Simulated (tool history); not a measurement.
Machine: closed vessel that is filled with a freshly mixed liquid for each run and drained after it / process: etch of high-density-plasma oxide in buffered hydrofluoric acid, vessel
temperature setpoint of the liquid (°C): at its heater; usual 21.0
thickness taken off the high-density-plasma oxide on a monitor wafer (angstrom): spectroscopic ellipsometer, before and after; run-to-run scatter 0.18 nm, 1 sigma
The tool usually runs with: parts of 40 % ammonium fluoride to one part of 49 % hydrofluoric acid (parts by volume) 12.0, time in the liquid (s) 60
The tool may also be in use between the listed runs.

run,hour,temperature setpoint of the liquid (°C),parts of 40 % ammonium fluoride to one part of 49 % hydrofluoric acid (parts by volume),time in the liquid (s),wafers since the last listed run,hours since the thermometer was replaced,hours since the hydrofluoric acid flow meter was replaced,hours since the gauge calibration,"read-back film thickness of the high-density-plasma oxide reference wafer, read on the same gauge (nm)",thickness taken off the high-density-plasma oxide on a monitor wafer (angstrom)
1,0.0,21.0,12.0,60,0,296.1,860.9,665.5,39.94,561.0
2,24.7,21.0,12.0,60,2092,320.8,885.6,690.2,40.06,558.8
3,61.7,21.0,12.0,60,3134,357.8,922.6,727.2,39.97,557.4
4,129.4,21.0,12.0,60,5735,425.5,990.3,794.9,40.01,558.3
5,154.4,21.0,12.0,60,2118,450.5,1015.3,819.9,39.99,558.4
6,220.0,21.0,12.0,60,5557,516.1,1080.9,885.5,40.03,558.9
7,278.7,21.0,12.0,60,4973,574.8,1139.6,944.2,40.02,553.7
8,310.9,21.0,12.0,60,2728,607.0,1171.8,976.4,39.97,555.2
9,358.4,21.0,10.0,60,4024,654.5,1219.3,1023.9,39.99,659.9
# hour 413.8: hydrofluoric acid flow meter replaced
# hour 498.3: thermometer replaced
10,498.8,21.0,12.0,60,11725,0.5,85.0,1164.3,40.01,573.6
11,525.2,21.0,12.0,60,2236,26.9,111.4,1190.7,40.00,569.9
12,579.0,21.0,12.0,60,4557,80.7,165.2,1244.5,40.02,566.8
13,627.3,23.5,9.0,60,4092,129.0,213.5,1292.8,39.99,836.8
14,654.2,21.0,12.0,60,2278,155.9,240.4,1319.7,39.97,567.2
15,695.9,17.5,14.0,85,3532,197.6,282.1,1361.4,40.02,567.2
16,725.6,21.0,12.0,60,2516,227.3,311.8,1391.1,40.03,567.0
# hour 791.0: gauge calibrated
17,794.9,17.0,9.0,30,5871,296.6,381.1,3.9,39.96,289.3
18,858.9,21.0,12.0,75,5422,360.6,445.1,67.9,39.99,705.7
19,889.2,17.0,12.0,60,2567,390.9,475.4,98.2,40.02,449.0
20,936.0,23.0,17.0,60,3964,437.7,522.2,145.0,40.00,444.6
21,976.5,23.0,12.0,85,3431,478.2,562.7,185.5,39.99,885.5
22,1061.9,25.5,9.0,60,7235,563.6,648.1,270.9,39.99,920.2
23,1152.5,21.0,15.5,35,7675,654.2,738.7,361.5,39.97,253.1
24,1215.5,23.5,12.0,30,5337,717.2,801.7,424.5,40.01,320.9

Branching from run 24: 5 alternative next runs. What would each branch give?
A,1216.2,21.0,12.0,60,59,717.9,802.4,425.2,?,?
B,1216.2,17.0,15.0,30,59,717.9,802.4,425.2,?,?
C,1216.2,25.0,12.0,60,59,717.9,802.4,425.2,?,?
D,1216.2,21.0,16.5,60,59,717.9,802.4,425.2,?,?
E,1216.2,19.5,14.5,60,59,717.9,802.4,425.2,?,?

run,"read-back film thickness of the high-density-plasma oxide reference wafer, read on the same gauge (nm)",thickness taken off the high-density-plasma oxide on a monitor wafer (angstrom)
A,40.01,558.2
B,40.01,178.9
C,40.01,695.4
D,40.01,408.3
E,40.01,426.3
Without the tool's hidden state the same runs would have given:
run,thickness taken off the high-density-plasma oxide on a monitor wafer (angstrom)
A,573.3
B,183.8
C,714.2
D,419.4
E,437.9
